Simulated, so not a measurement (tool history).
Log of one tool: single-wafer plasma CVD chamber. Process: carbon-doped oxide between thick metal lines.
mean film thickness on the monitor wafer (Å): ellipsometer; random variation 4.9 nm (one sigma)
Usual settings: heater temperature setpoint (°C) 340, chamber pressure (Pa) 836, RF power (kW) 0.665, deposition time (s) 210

run	hour	heater temperature setpoint (°C)	chamber pressure (Pa)	RF power (kW)	deposition time (s)	read-back reference wafer on the same gauge, thickness_nm	mean film thickness on the monitor wafer (Å)
1	0	340	836	0.665	210	1280.854	13814.21
2	21.7	340	836	0.665	210	1278.584	13739.93
3	42.6	340	836	0.665	210	1280.236	13800.28
4	63.2	340	836	0.665	210	1280.055	13722.42
# hour 79.1: thermocouple changed; heater temperature recalibrated
5	82.2	340	836	0.665	210	1280.036	13699.9
6	103.9	340	836	0.665	210	1278.828	13752.31
# hour 144.7: capacitance manometer re-zeroed and calibrated
7	145.2	340	836	0.665	210	1280.48	13670.01
8	153.8	340	836	0.665	210	1279.187	13819.08
9	170.7	350	836	0.665	210	1280.186	13353.17
10	204.7	355	715	0.665	210	1280.1	12928.69
# hour 220.5: RF generator calibrated
11	236.2	340	995	0.58	188	1278.686	11809.35
12	262.8	340	995	0.58	188	1280.383	11808.64
# hour 287.4: gauge calibrated
13	293.1	348	836	0.665	210	1280.289	13484.89
14	312.1	340	836	0.665	210	1281.04	13755.29
# hour 323.1: showerhead replaced
15	334.7	340	836	0.665	210	1279.048	13749.58
16	360.7	340	1019	0.72	210	1279.652	14445.99
17	391.9	327	1029	0.665	210	1279.273	14622.95
18	429	333	661	0.595	210	1279.845	12895.37
19	444	340	836	0.665	199	1280.169	13097.44
20	466.2	344	836	0.665	210	1279.922	13654.12
21	482.3	340	836	0.665	210	1280.616	13724.44
22	501.8	349	836	0.735	199	1279.827	13274.34
23	537.2	344	783	0.605	246	1280.119	15160.61
24	562.5	340	836	0.665	210	1281.048	13762.58
25	583.7	340	836	0.665	168	1280.748	10979.27
26	617	332	951	0.73	170	1280.637	12011.86
27	643	330	836	0.78	210	1279.99	15214.22
28	665.3	340	836	0.665	210	1280.223	13805.34
29	698.3	349	836	0.665	210	1279.408	13353.99

3 ways to go on from here, each from the tool as it stands after run 29. What would each give?
A	698.8	327	836	0.665	210	?	?
B	698.8	340	911	0.665	210	?	?
C	698.8	345	708	0.665	186	?	?

run	read-back reference wafer on the same gauge, thickness_nm	mean film thickness on the monitor wafer (Å)
A	1280.057	14438.53
B	1280.057	13944.91
C	1280.057	11796.09
Without the tool's hidden state the same runs would have given:
run	mean film thickness on the monitor wafer (Å)
A	14438.53
B	13944.91
C	11796.09

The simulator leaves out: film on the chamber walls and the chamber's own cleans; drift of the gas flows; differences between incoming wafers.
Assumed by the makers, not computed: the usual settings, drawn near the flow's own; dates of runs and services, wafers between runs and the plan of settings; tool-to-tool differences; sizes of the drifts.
